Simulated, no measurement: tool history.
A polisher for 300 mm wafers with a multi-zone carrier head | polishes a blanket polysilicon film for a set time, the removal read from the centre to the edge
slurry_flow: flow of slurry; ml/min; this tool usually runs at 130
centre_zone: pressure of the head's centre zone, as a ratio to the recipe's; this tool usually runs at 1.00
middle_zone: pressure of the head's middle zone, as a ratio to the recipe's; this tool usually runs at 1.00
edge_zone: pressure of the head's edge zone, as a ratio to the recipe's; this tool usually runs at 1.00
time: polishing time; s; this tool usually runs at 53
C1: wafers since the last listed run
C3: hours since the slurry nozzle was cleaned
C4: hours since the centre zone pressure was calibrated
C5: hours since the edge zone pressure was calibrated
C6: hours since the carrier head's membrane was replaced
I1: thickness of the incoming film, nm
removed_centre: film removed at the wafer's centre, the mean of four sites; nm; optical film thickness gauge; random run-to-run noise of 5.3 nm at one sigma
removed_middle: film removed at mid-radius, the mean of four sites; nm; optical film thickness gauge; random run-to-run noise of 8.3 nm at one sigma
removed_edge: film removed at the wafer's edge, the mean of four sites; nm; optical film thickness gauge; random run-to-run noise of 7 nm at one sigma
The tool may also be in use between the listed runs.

{"run": 1, "hour": 0.0, "slurry_flow": 130, "centre_zone": 1.0, "middle_zone": 1.0, "edge_zone": 1.0, "time": 53, "C1": 0, "wafers polished on this pad": 968, "C3": 293.9, "C4": 803.6, "C5": 0.5, "C6": 1394.9, "I1": 1703.9, "removed_centre": 472.7, "removed_middle": 493.2, "removed_edge": 495.3}
{"hour": 9.3, "done": "centre zone pressure recalibrated"}
{"run": 2, "hour": 10.1, "slurry_flow": 130, "centre_zone": 1.0, "middle_zone": 0.94, "edge_zone": 1.0, "time": 53, "C1": 81, "wafers polished on this pad": 1049, "C3": 304.0, "C4": 0.8, "C5": 10.6, "C6": 1405.0, "I1": 1689.0, "removed_centre": 466.9, "removed_middle": 455.5, "removed_edge": 492.4}
{"hour": 17.0, "done": "worn pad replaced by a new one"}
{"run": 3, "hour": 18.9, "slurry_flow": 155, "centre_zone": 1.0, "middle_zone": 1.04, "edge_zone": 1.0, "time": 53, "C1": 48, "wafers polished on this pad": 18, "C3": 312.8, "C4": 9.6, "C5": 19.4, "C6": 1413.8, "I1": 1665.8, "removed_centre": 533.0, "removed_middle": 575.7, "removed_edge": 547.4}
{"run": 4, "hour": 33.2, "slurry_flow": 155, "centre_zone": 1.0, "middle_zone": 1.04, "edge_zone": 1.0, "time": 53, "C1": 143, "wafers polished on this pad": 162, "C3": 327.1, "C4": 23.9, "C5": 33.7, "C6": 1428.1, "I1": 1697.2, "removed_centre": 532.6, "removed_middle": 550.5, "removed_edge": 539.6}
{"run": 5, "hour": 42.9, "slurry_flow": 130, "centre_zone": 0.94, "middle_zone": 1.0, "edge_zone": 1.0, "time": 53, "C1": 97, "wafers polished on this pad": 260, "C3": 336.8, "C4": 33.6, "C5": 43.4, "C6": 1437.8, "I1": 1671.5, "removed_centre": 465.3, "removed_middle": 520.7, "removed_edge": 512.3}
{"hour": 51.9, "done": "slurry nozzle cleaned"}
{"run": 6, "hour": 52.4, "slurry_flow": 130, "centre_zone": 0.94, "middle_zone": 1.0, "edge_zone": 1.0, "time": 53, "C1": 85, "wafers polished on this pad": 345, "C3": 0.5, "C4": 43.1, "C5": 52.9, "C6": 1447.3, "I1": 1679.7, "removed_centre": 518.4, "removed_middle": 548.9, "removed_edge": 553.4}
{"run": 7, "hour": 61.4, "slurry_flow": 130, "centre_zone": 1.0, "middle_zone": 1.0, "edge_zone": 1.0, "time": 58, "C1": 90, "wafers polished on this pad": 436, "C3": 9.5, "C4": 52.1, "C5": 61.9, "C6": 1456.3, "I1": 1701.2, "removed_centre": 585.0, "removed_middle": 602.2, "removed_edge": 580.4}
{"run": 8, "hour": 70.0, "slurry_flow": 130, "centre_zone": 1.0, "middle_zone": 1.0, "edge_zone": 1.0, "time": 58, "C1": 86, "wafers polished on this pad": 522, "C3": 18.1, "C4": 60.7, "C5": 70.5, "C6": 1464.9, "I1": 1668.5, "removed_centre": 588.6, "removed_middle": 590.7, "removed_edge": 582.2}
{"hour": 79.0, "done": "carrier head's membrane replaced by a new one"}
{"run": 9, "hour": 83.5, "slurry_flow": 130, "centre_zone": 1.0, "middle_zone": 1.0, "edge_zone": 1.0, "time": 60, "C1": 85, "wafers polished on this pad": 608, "C3": 31.6, "C4": 74.2, "C5": 84.0, "C6": 4.5, "I1": 1710.5, "removed_centre": 594.1, "removed_middle": 604.7, "removed_edge": 600.3}
{"run": 10, "hour": 95.6, "slurry_flow": 130, "centre_zone": 0.89, "middle_zone": 1.0, "edge_zone": 1.04, "time": 53, "C1": 121, "wafers polished on this pad": 729, "C3": 43.7, "C4": 86.3, "C5": 96.1, "C6": 16.6, "I1": 1698.6, "removed_centre": 471.4, "removed_middle": 518.6, "removed_edge": 532.6}
{"run": 11, "hour": 103.5, "slurry_flow": 130, "centre_zone": 0.95, "middle_zone": 1.0, "edge_zone": 1.0, "time": 53, "C1": 79, "wafers polished on this pad": 809, "C3": 51.6, "C4": 94.2, "C5": 104.0, "C6": 24.5, "I1": 1699.5, "removed_centre": 487.0, "removed_middle": 515.0, "removed_edge": 518.4}
{"run": 12, "hour": 109.5, "slurry_flow": 130, "centre_zone": 1.0, "middle_zone": 1.0, "edge_zone": 1.0, "time": 53, "C1": 60, "wafers polished on this pad": 869, "C3": 57.6, "C4": 100.2, "C5": 110.0, "C6": 30.5, "I1": 1676.2, "removed_centre": 507.1, "removed_middle": 516.7, "removed_edge": 517.1}
{"run": 13, "hour": 118.4, "slurry_flow": 130, "centre_zone": 1.0, "middle_zone": 1.0, "edge_zone": 1.0, "time": 53, "C1": 89, "wafers polished on this pad": 958, "C3": 66.5, "C4": 109.1, "C5": 118.9, "C6": 39.4, "I1": 1717.9, "removed_centre": 504.3, "removed_middle": 514.5, "removed_edge": 505.0}
{"hour": 126.5, "done": "worn pad replaced by a new one"}
{"run": 14, "hour": 131.2, "slurry_flow": 175, "centre_zone": 0.89, "middle_zone": 1.0, "edge_zone": 0.97, "time": 53, "C1": 88, "wafers polished on this pad": 46, "C3": 79.3, "C4": 121.9, "C5": 131.7, "C6": 52.2, "I1": 1684.8, "removed_centre": 513.5, "removed_middle": 595.6, "removed_edge": 566.2}
{"run": 15, "hour": 137.7, "slurry_flow": 115, "centre_zone": 1.03, "middle_zone": 1.0, "edge_zone": 1.0, "time": 70, "C1": 65, "wafers polished on this pad": 112, "C3": 85.8, "C4": 128.4, "C5": 138.2, "C6": 58.7, "I1": 1667.1, "removed_centre": 702.8, "removed_middle": 693.0, "removed_edge": 709.9}
{"run": 16, "hour": 144.5, "slurry_flow": 130, "centre_zone": 1.0, "middle_zone": 1.0, "edge_zone": 1.0, "time": 53, "C1": 68, "wafers polished on this pad": 180, "C3": 92.6, "C4": 135.2, "C5": 145.0, "C6": 65.5, "I1": 1672.3, "removed_centre": 532.7, "removed_middle": 552.5, "removed_edge": 546.8}
{"run": 17, "hour": 156.8, "slurry_flow": 130, "centre_zone": 1.0, "middle_zone": 1.0, "edge_zone": 1.0, "time": 53, "C1": 123, "wafers polished on this pad": 304, "C3": 104.9, "C4": 147.5, "C5": 157.3, "C6": 77.8, "I1": 1687.3, "removed_centre": 517.5, "removed_middle": 539.6, "removed_edge": 534.1}
{"run": 18, "hour": 170.3, "slurry_flow": 130, "centre_zone": 1.08, "middle_zone": 1.0, "edge_zone": 1.0, "time": 58, "C1": 135, "wafers polished on this pad": 440, "C3": 118.4, "C4": 161.0, "C5": 170.8, "C6": 91.3, "I1": 1726.4, "removed_centre": 608.9, "removed_middle": 569.2, "removed_edge": 586.6}
{"run": 19, "hour": 176.6, "slurry_flow": 130, "centre_zone": 1.0, "middle_zone": 0.96, "edge_zone": 1.0, "time": 53, "C1": 63, "wafers polished on this pad": 503, "C3": 124.7, "C4": 167.3, "C5": 177.1, "C6": 97.6, "I1": 1693.3, "removed_centre": 509.5, "removed_middle": 508.4, "removed_edge": 519.1}
{"run": 20, "hour": 184.6, "slurry_flow": 130, "centre_zone": 1.0, "middle_zone": 1.0, "edge_zone": 1.0, "time": 53, "C1": 80, "wafers polished on this pad": 583, "C3": 132.7, "C4": 175.3, "C5": 185.1, "C6": 105.6, "I1": 1699.0, "removed_centre": 510.0, "removed_middle": 510.5, "removed_edge": 510.7}
{"run": 21, "hour": 198.6, "slurry_flow": 130, "centre_zone": 0.95, "middle_zone": 1.09, "edge_zone": 0.88, "time": 58, "C1": 140, "wafers polished on this pad": 724, "C3": 146.7, "C4": 189.3, "C5": 199.1, "C6": 119.6, "I1": 1714.4, "removed_centre": 519.1, "removed_middle": 599.2, "removed_edge": 519.4}
{"run": 22, "hour": 211.9, "slurry_flow": 110, "centre_zone": 1.0, "middle_zone": 0.91, "edge_zone": 0.96, "time": 53, "C1": 133, "wafers polished on this pad": 858, "C3": 160.0, "C4": 202.6, "C5": 212.4, "C6": 132.9, "I1": 1673.7, "removed_centre": 463.9, "removed_middle": 446.5, "removed_edge": 470.5}

Pick out some run-to-run changes in removed_centre. Of each, how much would a tool without hidden state show as well, from the settings, what came in and chance, and how much is left for the hidden state and any gauge scatter not in both results compared?
Hidden state present: removal rate lost through wear of the pad, %; slurry flow missing at the pad, %; deviation of the centre zone's pressure from its setpoint, %; deviation of the edge zone's pressure from its setpoint, %.
Run 2 -> 3: slurry_flow 130 -> 155, middle_zone 0.94 -> 1.04, worn pad replaced by a new one. removed_centre +66.1 nm: hidden state +50.4, all else +15.7.
Run 5 -> 6: slurry nozzle cleaned. removed_centre +53.1 nm: hidden state +46.9, all else +6.2.
Run 14 -> 15: slurry_flow 175 -> 115, centre_zone 0.89 -> 1.03, edge_zone 0.97 -> 1.00, time 53 -> 70. removed_centre +189.3 nm: hidden state -28.3, all else +217.6.
Run 15 -> 16: slurry_flow 115 -> 130, centre_zone 1.03 -> 1.00, time 70 -> 53. removed_centre -170.1 nm: hidden state +12.0, all else -182.1.
